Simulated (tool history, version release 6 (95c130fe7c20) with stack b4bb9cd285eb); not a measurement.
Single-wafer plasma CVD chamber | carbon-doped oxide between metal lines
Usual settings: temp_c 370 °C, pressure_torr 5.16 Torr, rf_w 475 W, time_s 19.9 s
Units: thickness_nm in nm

run	hour	temp_c	pressure_torr	rf_w	time_s	wafers since the last listed run	hours since the last thermocouple change	hours since the last RF generator calibration	hours since the last manometer calibration	hours since the showerhead was replaced	hours since the gauge calibration	read-back reference wafer on the same gauge, thickness_nm	thickness_nm
1	0.0	370	5.16	475	19.9	0	1774.0	999.3	508.5	6813.7	881.6	82.269	100.701
2	66.8	370	5.16	475	19.9	1533	1840.8	1066.1	575.3	6880.5	948.4	82.130	99.405
3	95.3	370	5.16	475	19.9	654	1869.3	1094.6	603.8	6909.0	976.9	82.069	99.127
4	147.7	370	5.82	475	19.9	1203	1921.7	1147.0	656.2	6961.4	1029.3	81.813	100.811
5	214.1	370	5.16	475	19.9	1524	1988.1	1213.4	722.6	7027.8	1095.7	81.402	97.596
6	390.7	370	5.16	475	19.9	4055	2164.7	1390.0	899.2	7204.4	1272.3	80.625	97.199
# hour 419.3: gauge calibrated
7	456.0	356	4.72	505	23.1	1499	2230.0	1455.3	964.5	7269.7	36.7	84.085	123.400
8	501.5	370	5.16	475	19.9	1044	2275.5	1500.8	1010.0	7315.2	82.2	84.191	102.298
9	548.1	362	5.16	475	20.9	1070	2322.1	1547.4	1056.6	7361.8	128.8	84.296	108.581
# hour 562.5: capacitance manometer re-zeroed and calibrated
10	606.0	370	5.79	430	21.4	1145	2380.0	1605.3	43.5	7419.7	186.7	84.205	105.979
# hour 615.0: showerhead replaced
11	672.9	364	4.43	475	21.2	1352	2446.9	1672.2	110.4	57.9	253.6	84.093	105.559
# hour 695.1: thermocouple changed; heater temperature recalibrated
12	705.6	370	5.16	475	19.9	567	10.5	1704.9	143.1	90.6	286.3	83.982	100.800
13	730.7	370	5.16	475	19.9	576	35.6	1730.0	168.2	115.7	311.4	84.201	102.073
14	758.8	378	4.56	565	19.9	645	63.7	1758.1	196.3	143.8	339.5	83.921	105.327
# hour 784.7: RF generator calibrated
15	969.0	361	5.16	475	21.7	4643	273.9	184.3	406.5	354.0	549.7	83.670	113.274
16	1032.1	370	5.16	475	19.9	1449	337.0	247.4	469.6	417.1	612.8	83.167	100.903
17	1072.3	363	5.16	510	21.6	923	377.2	287.6	509.8	457.3	653.0	83.175	115.270
18	1139.3	358	4.21	430	18.7	1538	444.2	354.6	576.8	524.3	720.0	82.960	87.969
19	1182.8	370	5.16	555	21.9	998	487.7	398.1	620.3	567.8	763.5	82.887	119.954
20	1217.5	385	4.68	435	23.2	796	522.4	432.8	655.0	602.5	798.2	82.782	104.530
21	1267.1	370	5.16	475	19.9	1139	572.0	482.4	704.6	652.1	847.8	82.505	99.859
22	1312.1	362	4.82	440	18.1	1033	617.0	527.4	749.6	697.1	892.8	82.334	87.955
23	1382.6	370	5.16	450	19.9	1618	687.5	597.9	820.1	767.6	963.3	82.341	97.095
24	1444.4	377	4.55	475	17.1	1419	749.3	659.7	881.9	829.4	1025.1	81.636	80.843
25	1515.0	383	6.13	475	22.2	1621	819.9	730.3	952.5	900.0	1095.7	81.386	109.600
26	1579.5	370	5.16	475	19.9	1481	884.4	794.8	1017.0	964.5	1160.2	81.375	98.383
27	1617.8	370	5.16	475	19.9	879	922.7	833.1	1055.3	1002.8	1198.5	81.108	98.136
28	1686.9	370	4.30	400	19.9	1586	991.8	902.2	1124.4	1071.9	1267.6	80.544	83.928
# hour 1687.7: gauge calibrated
29	1746.6	370	6.34	475	21.8	1370	1051.5	961.9	1184.1	1131.6	58.9	83.746	113.920

How the hidden state differs across the entries between the runs, from the last listed run before each to the first after it:
Between runs 6 and 7: gauge calibrated (hour 419.3)
  gauge reads high (%): -4.15 -> 0.195
  measured less the result without the state, thickness_nm: -4.204 -> +0.241 nm
Between runs 9 and 10: capacitance manometer re-zeroed and calibrated (hour 562.5)
  gauge reads high (%): 0.156 -> 0.109
  measured less the result without the state, thickness_nm: +0.169 -> +0.116 nm
Between runs 10 and 11: showerhead replaced (hour 615.0)
  gauge reads high (%): 0.109 -> 0.0335
  measured less the result without the state, thickness_nm: +0.116 -> +0.036 nm
Between runs 11 and 12: thermocouple changed; heater temperature recalibrated (hour 695.1)
  gauge reads high (%): 0.0335 -> -0.0119
  measured less the result without the state, thickness_nm: +0.036 -> -0.012 nm
Between runs 14 and 15: RF generator calibrated (hour 784.7)
  gauge reads high (%): -0.0975 -> -0.578
  measured less the result without the state, thickness_nm: -0.103 -> -0.658 nm
Between runs 28 and 29: gauge calibrated (hour 1687.7)
  gauge reads high (%): -3.93 -> -0.41
  measured less the result without the state, thickness_nm: -3.436 -> -0.469 nm

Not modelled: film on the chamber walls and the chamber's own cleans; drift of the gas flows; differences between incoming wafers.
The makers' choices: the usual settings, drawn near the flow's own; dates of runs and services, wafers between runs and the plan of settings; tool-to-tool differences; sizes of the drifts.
